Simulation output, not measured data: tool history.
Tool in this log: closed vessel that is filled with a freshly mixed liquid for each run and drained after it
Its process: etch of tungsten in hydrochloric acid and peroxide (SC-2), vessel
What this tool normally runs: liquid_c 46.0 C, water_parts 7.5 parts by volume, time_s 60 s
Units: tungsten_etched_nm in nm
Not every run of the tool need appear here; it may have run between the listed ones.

| run | hour | liquid_c | water_parts | time_s | read-back film thickness of the tungsten reference wafer, read on the same gauge (nm) | tungsten_etched_nm |
|---|---|---|---|---|---|---|
| 1 | 0.0 | 46.0 | 7.5 | 60 | 149.99 | 13.60 |
| 2 | 144.9 | 46.0 | 7.5 | 60 | 150.00 | 13.54 |
| 3 | 190.1 | 46.0 | 7.5 | 60 | 150.01 | 13.49 |
|  | 232.6 | gauge calibrated |
|  | 233.4 | new drum of peroxide connected |
| 4 | 250.8 | 46.0 | 7.5 | 60 | 150.01 | 13.48 |
| 5 | 298.2 | 46.0 | 7.5 | 60 | 150.01 | 13.61 |
| 6 | 504.1 | 46.0 | 7.5 | 60 | 149.99 | 13.60 |
|  | 598.6 | thermometer replaced |
|  | 653.1 | chemicals flow meter replaced |
| 7 | 685.4 | 46.0 | 7.5 | 60 | 150.00 | 13.76 |
| 8 | 734.4 | 46.0 | 7.5 | 60 | 149.99 | 13.86 |
| 9 | 761.3 | 46.0 | 7.5 | 60 | 149.97 | 13.67 |
| 10 | 807.5 | 46.0 | 7.5 | 60 | 149.98 | 13.67 |
|  | 814.5 | new drum of peroxide connected |
| 11 | 846.2 | 46.0 | 7.5 | 60 | 149.99 | 13.79 |
| 12 | 877.4 | 55.5 | 4.5 | 85 | 150.03 | 53.93 |
| 13 | 910.2 | 46.0 | 7.5 | 90 | 149.97 | 20.76 |
| 14 | 955.7 | 46.0 | 7.5 | 60 | 150.00 | 13.71 |
| 15 | 1023.7 | 46.0 | 4.5 | 60 | 150.01 | 20.22 |
| 16 | 1083.4 | 46.0 | 7.5 | 35 | 150.01 | 8.12 |
| 17 | 1130.7 | 46.0 | 7.5 | 60 | 150.00 | 13.80 |
| 18 | 1182.6 | 39.5 | 4.5 | 60 | 150.03 | 12.82 |
|  | 1289.0 | new drum of peroxide connected |
|  | 1303.9 | gauge calibrated |
| 19 | 1359.7 | 36.0 | 7.5 | 60 | 149.98 | 6.81 |
| 20 | 1405.8 | 46.0 | 7.5 | 60 | 150.01 | 13.98 |
|  | 1412.4 | thermometer replaced |
| 21 | 1466.5 | 53.5 | 7.5 | 30 | 150.00 | 10.93 |
| 22 | 1509.6 | 52.0 | 5.0 | 40 | 150.02 | 17.94 |
| 23 | 1544.0 | 46.0 | 7.5 | 70 | 150.00 | 15.47 |
| 24 | 1568.1 | 46.0 | 9.5 | 60 | 150.01 | 11.00 |
| 25 | 1625.3 | 46.0 | 7.5 | 60 | 150.00 | 13.27 |
| 26 | 1656.6 | 46.0 | 7.5 | 60 | 149.99 | 13.37 |
| 27 | 1692.9 | 46.0 | 7.5 | 60 | 149.98 | 13.34 |
| 28 | 1728.4 | 43.0 | 8.5 | 95 | 150.03 | 15.56 |
|  | 1755.1 | new drum of peroxide connected |
|  | 1758.7 | chemicals flow meter replaced |
| 29 | 1761.2 | 41.0 | 6.5 | 60 | 150.01 | 11.01 |
| 30 | 1794.7 | 52.5 | 11.5 | 90 | 149.99 | 22.64 |

Below, each run's measurement less what the same run would have read without the hidden state. Both values contain the same run-to-run variation, but the gauge's scatter may not be the same in both:
Hidden conditions of the tool in this case: liquid hotter than its thermometer reads (K); chemicals flow below the setpoint (%); peroxide weaker than its label (%); gauge reads high (%).
| run | tungsten_etched_nm |
|---|---|
| 1 | -0.18 |
| 2 | -0.15 |
| 3 | -0.14 |
| 4 | -0.13 |
| 5 | -0.12 |
| 6 | -0.06 |
| 7 | +0.08 |
| 8 | +0.11 |
| 9 | +0.10 |
| 10 | +0.11 |
| 11 | +0.12 |
| 12 | +0.54 |
| 13 | +0.21 |
| 14 | +0.15 |
| 15 | +0.28 |
| 16 | +0.11 |
| 17 | +0.20 |
| 18 | +0.24 |
| 19 | +0.14 |
| 20 | +0.27 |
| 21 | -0.27 |
| 22 | -0.38 |
| 23 | -0.35 |
| 24 | -0.27 |
| 25 | -0.29 |
| 26 | -0.29 |
| 27 | -0.28 |
| 28 | -0.32 |
| 29 | +0.19 |
| 30 | +0.39 |
